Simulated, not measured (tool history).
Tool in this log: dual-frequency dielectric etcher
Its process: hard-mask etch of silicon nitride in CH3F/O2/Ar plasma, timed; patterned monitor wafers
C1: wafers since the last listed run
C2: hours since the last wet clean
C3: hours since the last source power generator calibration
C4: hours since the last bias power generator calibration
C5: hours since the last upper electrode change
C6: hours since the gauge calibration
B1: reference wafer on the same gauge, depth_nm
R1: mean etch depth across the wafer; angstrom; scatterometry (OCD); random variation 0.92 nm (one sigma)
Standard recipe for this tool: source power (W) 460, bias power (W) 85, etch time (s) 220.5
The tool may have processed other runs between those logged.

{"run": 1, "day": 0.0, "source power (W)": 460, "bias power (W)": 85, "etch time (s)": 220.5, "C1": 0, "C2": 57.2, "C3": 3832.6, "C4": 4878.4, "C5": 3026.5, "C6": 1304.9, "B1": 177.9, "R1": 1715}
{"run": 2, "day": 1.629, "source power (W)": 460, "bias power (W)": 85, "etch time (s)": 220.5, "C1": 266, "C2": 96.3, "C3": 3871.7, "C4": 4917.5, "C5": 3065.6, "C6": 1344.0, "B1": 178.0, "R1": 1714}
{"run": 3, "day": 2.904, "source power (W)": 460, "bias power (W)": 85, "etch time (s)": 220.5, "C1": 208, "C2": 126.9, "C3": 3902.3, "C4": 4948.1, "C5": 3096.2, "C6": 1374.6, "B1": 177.9, "R1": 1726}
{"run": 4, "day": 5.012, "source power (W)": 460, "bias power (W)": 71, "etch time (s)": 220.5, "C1": 345, "C2": 177.5, "C3": 3952.9, "C4": 4998.7, "C5": 3146.8, "C6": 1425.2, "B1": 177.6, "R1": 1629}
{"run": 5, "day": 6.788, "source power (W)": 460, "bias power (W)": 80, "etch time (s)": 220.5, "C1": 290, "C2": 220.1, "C3": 3995.5, "C4": 5041.3, "C5": 3189.4, "C6": 1467.8, "B1": 178.3, "R1": 1706}
{"run": 6, "day": 9.029, "source power (W)": 460, "bias power (W)": 80, "etch time (s)": 220.5, "C1": 366, "C2": 273.9, "C3": 4049.3, "C4": 5095.1, "C5": 3243.2, "C6": 1521.6, "B1": 178.1, "R1": 1713}
{"day": 12.042, "done": "source power generator calibrated"}
{"run": 7, "day": 12.062, "source power (W)": 460, "bias power (W)": 80, "etch time (s)": 220.5, "C1": 469, "C2": 346.7, "C3": 0.5, "C4": 5167.9, "C5": 3316.0, "C6": 1594.4, "B1": 178.0, "R1": 1737}
{"day": 14.85, "done": "wet clean of the chamber"}
{"run": 8, "day": 14.871, "source power (W)": 460, "bias power (W)": 85, "etch time (s)": 258.5, "C1": 295, "C2": 0.5, "C3": 67.9, "C4": 5235.3, "C5": 3383.4, "C6": 1661.8, "B1": 177.9, "R1": 1964}
{"run": 9, "day": 15.104, "source power (W)": 460, "bias power (W)": 85, "etch time (s)": 258.5, "C1": 38, "C2": 6.1, "C3": 73.5, "C4": 5240.9, "C5": 3389.0, "C6": 1667.4, "B1": 178.2, "R1": 1991}
{"day": 15.396, "done": "bias power generator calibrated"}
{"run": 10, "day": 17.108, "source power (W)": 460, "bias power (W)": 85, "etch time (s)": 258.5, "C1": 300, "C2": 54.2, "C3": 121.6, "C4": 41.1, "C5": 3437.1, "C6": 1715.5, "B1": 177.9, "R1": 1974}
{"run": 11, "day": 19.783, "source power (W)": 490, "bias power (W)": 85, "etch time (s)": 220.5, "C1": 437, "C2": 118.4, "C3": 185.8, "C4": 105.3, "C5": 3501.3, "C6": 1779.7, "B1": 178.1, "R1": 1780}
{"run": 12, "day": 22.367, "source power (W)": 460, "bias power (W)": 101, "etch time (s)": 281.0, "C1": 422, "C2": 180.4, "C3": 247.8, "C4": 167.3, "C5": 3563.3, "C6": 1841.7, "B1": 178.3, "R1": 2377}
{"day": 25.021, "done": "gauge calibrated"}
{"day": 25.129, "done": "upper electrode replaced"}
{"run": 13, "day": 25.15, "source power (W)": 460, "bias power (W)": 85, "etch time (s)": 220.5, "C1": 291, "C2": 247.2, "C3": 314.6, "C4": 234.1, "C5": 0.5, "C6": 3.1, "B1": 177.6, "R1": 1748}
{"run": 14, "day": 26.475, "source power (W)": 520, "bias power (W)": 99, "etch time (s)": 158.0, "C1": 216, "C2": 279.0, "C3": 346.4, "C4": 265.9, "C5": 32.3, "C6": 34.9, "B1": 178.1, "R1": 1392}
{"run": 15, "day": 28.588, "source power (W)": 380, "bias power (W)": 67, "etch time (s)": 256.0, "C1": 345, "C2": 329.7, "C3": 397.1, "C4": 316.6, "C5": 83.0, "C6": 85.6, "B1": 178.4, "R1": 1747}
{"run": 16, "day": 29.588, "source power (W)": 460, "bias power (W)": 101, "etch time (s)": 281.0, "C1": 163, "C2": 353.7, "C3": 421.1, "C4": 340.6, "C5": 107.0, "C6": 109.6, "B1": 178.0, "R1": 2411}
{"day": 31.021, "done": "wet clean of the chamber"}
{"run": 17, "day": 31.042, "source power (W)": 460, "bias power (W)": 85, "etch time (s)": 220.5, "C1": 74, "C2": 0.5, "C3": 456.0, "C4": 375.5, "C5": 141.9, "C6": 144.5, "B1": 177.9, "R1": 1682}
{"run": 18, "day": 32.462, "source power (W)": 370, "bias power (W)": 71, "etch time (s)": 184.5, "C1": 232, "C2": 34.6, "C3": 490.1, "C4": 409.6, "C5": 176.0, "C6": 178.6, "B1": 177.7, "R1": 1196}
{"run": 19, "day": 34.571, "source power (W)": 390, "bias power (W)": 91, "etch time (s)": 160.5, "C1": 345, "C2": 85.2, "C3": 540.7, "C4": 460.2, "C5": 226.6, "C6": 229.2, "B1": 178.0, "R1": 1175}
{"run": 20, "day": 36.8, "source power (W)": 460, "bias power (W)": 91, "etch time (s)": 220.5, "C1": 364, "C2": 138.7, "C3": 594.2, "C4": 513.7, "C5": 280.1, "C6": 282.7, "B1": 178.3, "R1": 1748}
{"run": 21, "day": 38.804, "source power (W)": 460, "bias power (W)": 85, "etch time (s)": 220.5, "C1": 328, "C2": 186.8, "C3": 642.3, "C4": 561.8, "C5": 328.2, "C6": 330.8, "B1": 177.7, "R1": 1714}
{"run": 22, "day": 40.712, "source power (W)": 460, "bias power (W)": 85, "etch time (s)": 268.0, "C1": 312, "C2": 232.6, "C3": 688.1, "C4": 607.6, "C5": 374.0, "C6": 376.6, "B1": 178.3, "R1": 2090}
{"run": 23, "day": 42.742, "source power (W)": 460, "bias power (W)": 85, "etch time (s)": 175.0, "C1": 332, "C2": 281.3, "C3": 736.8, "C4": 656.3, "C5": 422.7, "C6": 425.3, "B1": 178.4, "R1": 1370}
{"run": 24, "day": 44.758, "source power (W)": 570, "bias power (W)": 85, "etch time (s)": 220.5, "C1": 330, "C2": 329.7, "C3": 785.2, "C4": 704.7, "C5": 471.1, "C6": 473.7, "B1": 178.2, "R1": 1900}
{"day": 47.496, "done": "wet clean of the chamber"}
{"run": 25, "day": 47.517, "source power (W)": 460, "bias power (W)": 85, "etch time (s)": 220.5, "C1": 287, "C2": 0.5, "C3": 851.4, "C4": 770.9, "C5": 537.3, "C6": 539.9, "B1": 178.0, "R1": 1678}
{"run": 26, "day": 48.654, "source power (W)": 460, "bias power (W)": 85, "etch time (s)": 285.0, "C1": 186, "C2": 27.8, "C3": 878.7, "C4": 798.2, "C5": 564.6, "C6": 567.2, "B1": 178.0, "R1": 2162}
{"run": 27, "day": 50.696, "source power (W)": 430, "bias power (W)": 74, "etch time (s)": 284.0, "C1": 334, "C2": 76.8, "C3": 927.7, "C4": 847.2, "C5": 613.6, "C6": 616.2, "B1": 178.5, "R1": 2006}
{"run": 28, "day": 53.617, "source power (W)": 400, "bias power (W)": 95, "etch time (s)": 220.5, "C1": 478, "C2": 146.9, "C3": 997.8, "C4": 917.3, "C5": 683.7, "C6": 686.3, "B1": 178.1, "R1": 1690}
{"run": 29, "day": 56.588, "source power (W)": 550, "bias power (W)": 105, "etch time (s)": 183.0, "C1": 486, "C2": 218.2, "C3": 1069.1, "C4": 988.6, "C5": 755.0, "C6": 757.6, "B1": 177.9, "R1": 1645}

Predict each of these 5 candidate next runs independently; none follows another, all start after run 29:
{"run": "A", "day": 56.608, "source power (W)": 460, "bias power (W)": 85, "etch time (s)": 220.5, "C1": 3, "C2": 218.7, "C3": 1069.6, "C4": 989.1, "C5": 755.5, "C6": 758.1, "B1": "?", "R1": "?"}
{"run": "B", "day": 56.608, "source power (W)": 430, "bias power (W)": 99, "etch time (s)": 220.5, "C1": 3, "C2": 218.7, "C3": 1069.6, "C4": 989.1, "C5": 755.5, "C6": 758.1, "B1": "?", "R1": "?"}
{"run": "C", "day": 56.608, "source power (W)": 390, "bias power (W)": 85, "etch time (s)": 220.5, "C1": 3, "C2": 218.7, "C3": 1069.6, "C4": 989.1, "C5": 755.5, "C6": 758.1, "B1": "?", "R1": "?"}
{"run": "D", "day": 56.608, "source power (W)": 570, "bias power (W)": 96, "etch time (s)": 220.5, "C1": 3, "C2": 218.7, "C3": 1069.6, "C4": 989.1, "C5": 755.5, "C6": 758.1, "B1": "?", "R1": "?"}
{"run": "E", "day": 56.608, "source power (W)": 430, "bias power (W)": 69, "etch time (s)": 254.0, "C1": 3, "C2": 218.7, "C3": 1069.6, "C4": 989.1, "C5": 755.5, "C6": 758.1, "B1": "?", "R1": "?"}

run=A B1=178.1 R1=1742
run=B B1=178.1 R1=1794
run=C B1=178.1 R1=1632
run=D B1=178.1 R1=1981
run=E B1=178.1 R1=1814
With no hidden state in the tool, these same runs would have given:
run=A R1=1703
run=B R1=1754
run=C R1=1595
run=D R1=1936
run=E R1=1773
